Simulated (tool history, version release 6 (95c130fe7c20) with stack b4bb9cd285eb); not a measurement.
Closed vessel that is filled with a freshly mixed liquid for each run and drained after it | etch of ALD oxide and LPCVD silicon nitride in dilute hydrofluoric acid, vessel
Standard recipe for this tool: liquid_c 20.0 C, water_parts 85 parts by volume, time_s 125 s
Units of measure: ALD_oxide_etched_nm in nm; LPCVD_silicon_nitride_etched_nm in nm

run	hour	liquid_c	water_parts	time_s	read-back film thickness of the ALD oxide reference wafer, read on the same gauge (nm)	read-back film thickness of the LPCVD silicon nitride reference wafer, read on the same gauge (nm)	ALD_oxide_etched_nm	LPCVD_silicon_nitride_etched_nm
1	0.0	20.0	85	125	50.01	29.989	39.90	0.646
2	25.1	20.0	95	90	50.01	29.993	25.96	0.387
3	43.0	20.0	95	90	49.98	30.007	25.90	0.381
# hour 45.3: thermometer replaced
4	53.3	20.0	85	125	50.02	30.010	42.95	0.678
5	59.7	20.0	85	125	50.01	30.004	43.04	0.659
6	71.9	22.5	60	70	50.01	29.988	38.82	0.642
7	87.7	20.0	85	95	50.00	30.022	32.44	0.478
8	99.3	17.0	95	125	50.00	29.994	33.47	0.522
9	110.6	20.0	85	125	49.99	30.019	43.32	0.704
# hour 113.6: thermometer replaced, repeated, since the last time left the tool worse
10	121.8	20.0	85	125	49.99	29.999	38.32	0.566
# hour 128.0: hydrofluoric acid flow meter replaced
11	135.5	20.0	85	125	49.98	29.989	37.55	0.514
12	152.3	20.0	85	125	50.01	30.003	38.20	0.545
13	162.7	20.0	85	155	50.00	29.956	47.22	0.692
14	179.4	20.0	85	125	49.99	30.014	37.73	0.549
15	190.1	20.0	85	125	50.00	29.966	37.95	0.604
16	203.7	23.5	100	125	50.01	29.986	36.58	0.601
17	219.1	17.0	95	125	49.99	29.978	29.84	0.401
18	236.3	23.5	85	125	50.02	30.012	45.04	0.739

Run 19 has not been measured yet. What should we expect?
19	243.0	25.0	100	200	?	?	?	?

For run 19 the tool returned read-back film thickness of the ALD oxide reference wafer, read on the same gauge (nm) 50.01, read-back film thickness of the LPCVD silicon nitride reference wafer, read on the same gauge (nm) 29.973, ALD_oxide_etched_nm 62.83 nm, LPCVD_silicon_nitride_etched_nm 1.027 nm.
With no hidden state in the tool, this same run would have given ALD_oxide_etched_nm 61.83 nm, LPCVD_silicon_nitride_etched_nm 1.000 nm.
